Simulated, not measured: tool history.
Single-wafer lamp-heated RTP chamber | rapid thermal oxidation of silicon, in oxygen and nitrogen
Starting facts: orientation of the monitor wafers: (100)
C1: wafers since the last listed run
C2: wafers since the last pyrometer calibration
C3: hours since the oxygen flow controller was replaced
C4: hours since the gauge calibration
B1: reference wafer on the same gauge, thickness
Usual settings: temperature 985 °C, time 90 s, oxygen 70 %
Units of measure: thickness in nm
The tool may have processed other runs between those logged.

run 1 day=0 | temperature=985 time=90 oxygen=90 | C1=0 C2=4030 C3=2088.8 C4=613.7 | B1=5.767 | thickness=6.777
run 2 day=0.683 | temperature=985 time=90 oxygen=70 | C1=103 C2=4133 C3=2105.2 C4=630.1 | B1=5.754 | thickness=6.295
run 3 day=1.229 | temperature=985 time=90 oxygen=70 | C1=82 C2=4216 C3=2118.3 C4=643.2 | B1=5.76 | thickness=6.254
-- day=1.371 gauge calibrated
run 4 day=5.533 | temperature=985 time=90 oxygen=70 | C1=650 C2=4866 C3=2221.6 C4=99.9 | B1=5.774 | thickness=6.272
run 5 day=6.646 | temperature=966 time=90 oxygen=70 | C1=168 C2=5034 C3=2248.3 C4=126.6 | B1=5.765 | thickness=5.507
run 6 day=7.829 | temperature=966 time=90 oxygen=70 | C1=178 C2=5213 C3=2276.7 C4=155 | B1=5.751 | thickness=5.475
run 7 day=8.342 | temperature=985 time=90 oxygen=70 | C1=77 C2=5290 C3=2289 C4=167.3 | B1=5.75 | thickness=6.334
run 8 day=9.354 | temperature=985 time=90 oxygen=70 | C1=153 C2=5443 C3=2313.3 C4=191.6 | B1=5.76 | thickness=6.32
run 9 day=10.192 | temperature=985 time=90 oxygen=70 | C1=126 C2=5570 C3=2333.4 C4=211.7 | B1=5.755 | thickness=6.266
run 10 day=10.9 | temperature=985 time=90 oxygen=70 | C1=107 C2=5677 C3=2350.4 C4=228.7 | B1=5.752 | thickness=6.308
run 11 day=11.779 | temperature=997 time=115 oxygen=70 | C1=132 C2=5810 C3=2371.5 C4=249.8 | B1=5.762 | thickness=7.648
run 12 day=13.138 | temperature=985 time=90 oxygen=49 | C1=205 C2=6015 C3=2404.1 C4=282.4 | B1=5.757 | thickness=5.592
run 13 day=13.7 | temperature=985 time=90 oxygen=49 | C1=85 C2=6100 C3=2417.6 C4=295.9 | B1=5.763 | thickness=5.649
run 14 day=14.596 | temperature=985 time=90 oxygen=49 | C1=135 C2=6236 C3=2439.1 C4=317.4 | B1=5.763 | thickness=5.585
run 15 day=16.05 | temperature=985 time=90 oxygen=70 | C1=219 C2=6455 C3=2474 C4=352.3 | B1=5.757 | thickness=6.367
run 16 day=17.204 | temperature=985 time=90 oxygen=70 | C1=174 C2=6630 C3=2501.7 C4=380 | B1=5.762 | thickness=6.353
run 17 day=17.946 | temperature=985 time=90 oxygen=86 | C1=112 C2=6742 C3=2519.5 C4=397.8 | B1=5.756 | thickness=6.864
run 18 day=18.688 | temperature=985 time=90 oxygen=70 | C1=112 C2=6854 C3=2537.3 C4=415.6 | B1=5.765 | thickness=6.341
run 19 day=19.946 | temperature=985 time=90 oxygen=70 | C1=190 C2=7044 C3=2567.5 C4=445.8 | B1=5.749 | thickness=6.347
run 20 day=21.104 | temperature=985 time=90 oxygen=70 | C1=175 C2=7219 C3=2595.3 C4=473.6 | B1=5.752 | thickness=6.376
run 21 day=22.45 | temperature=985 time=90 oxygen=70 | C1=203 C2=7422 C3=2627.6 C4=505.9 | B1=5.757 | thickness=6.354
run 22 day=23.329 | temperature=985 time=90 oxygen=70 | C1=132 C2=7555 C3=2648.7 C4=527 | B1=5.756 | thickness=6.334
-- day=26.475 pyrometer window cleaned and pyrometer calibrated
run 23 day=27.021 | temperature=985 time=90 oxygen=54 | C1=507 C2=82 C3=2737.3 C4=615.6 | B1=5.756 | thickness=5.462
run 24 day=27.95 | temperature=985 time=62 oxygen=51 | C1=140 C2=222 C3=2759.6 C4=637.9 | B1=5.754 | thickness=4.602
run 25 day=28.712 | temperature=996 time=67 oxygen=94 | C1=115 C2=337 C3=2777.9 C4=656.2 | B1=5.769 | thickness=6.324
-- day=29.246 gauge calibrated
-- day=31.821 oxygen flow controller replaced
run 26 day=32.704 | temperature=985 time=90 oxygen=70 | C1=552 C2=890 C3=21.2 C4=83 | B1=5.752 | thickness=6.081
run 27 day=35.654 | temperature=976 time=90 oxygen=82 | C1=445 C2=1336 C3=92 C4=153.8 | B1=5.761 | thickness=6.045
run 28 day=36.642 | temperature=960 time=122 oxygen=58 | C1=149 C2=1485 C3=115.7 C4=177.5 | B1=5.758 | thickness=5.482
run 29 day=37.929 | temperature=985 time=71 oxygen=96 | C1=194 C2=1680 C3=146.6 C4=208.4 | B1=5.766 | thickness=6.218
run 30 day=38.842 | temperature=985 time=90 oxygen=70 | C1=137 C2=1818 C3=168.5 C4=230.3 | B1=5.763 | thickness=6.157
run 31 day=40.146 | temperature=985 time=74 oxygen=70 | C1=197 C2=2015 C3=199.8 C4=261.6 | B1=5.753 | thickness=5.702
run 32 day=40.746 | temperature=985 time=90 oxygen=70 | C1=90 C2=2105 C3=214.2 C4=276 | B1=5.741 | thickness=6.223
run 33 day=41.808 | temperature=971 time=90 oxygen=70 | C1=160 C2=2266 C3=239.7 C4=301.5 | B1=5.765 | thickness=5.592
run 34 day=43.279 | temperature=985 time=66 oxygen=70 | C1=222 C2=2488 C3=275 C4=336.8 | B1=5.757 | thickness=5.414
run 35 day=44.554 | temperature=996 time=110 oxygen=80 | C1=192 C2=2681 C3=305.6 C4=367.4 | B1=5.762 | thickness=7.685
run 36 day=45.7 | temperature=985 time=134 oxygen=88 | C1=173 C2=2854 C3=333.1 C4=394.9 | B1=5.755 | thickness=8.117

Hidden condition of the tool, last listed run before each entry between runs versus first listed run after:
In the gap between runs 3 and 4: gauge calibrated (day 1.371)
  true wafer temperature minus pyrometer reading, K: 8.55 -> 9.04
  difference, measured minus the result without the unlogged condition, thickness: +0.382 -> +0.404 nm
In the gap between runs 22 and 23: pyrometer window cleaned and pyrometer calibrated (day 26.475)
  true wafer temperature minus pyrometer reading, K: 10.2 -> 1.27
  difference, measured minus the result without the unlogged condition, thickness: +0.456 -> +0.05 nm
In the gap between runs 25 and 26: gauge calibrated (day 29.246); oxygen flow controller replaced (day 31.821)
  true wafer temperature minus pyrometer reading, K: 2.17 -> 3.99
  difference, measured minus the result without the unlogged condition, thickness: +0.1 -> +0.176 nm

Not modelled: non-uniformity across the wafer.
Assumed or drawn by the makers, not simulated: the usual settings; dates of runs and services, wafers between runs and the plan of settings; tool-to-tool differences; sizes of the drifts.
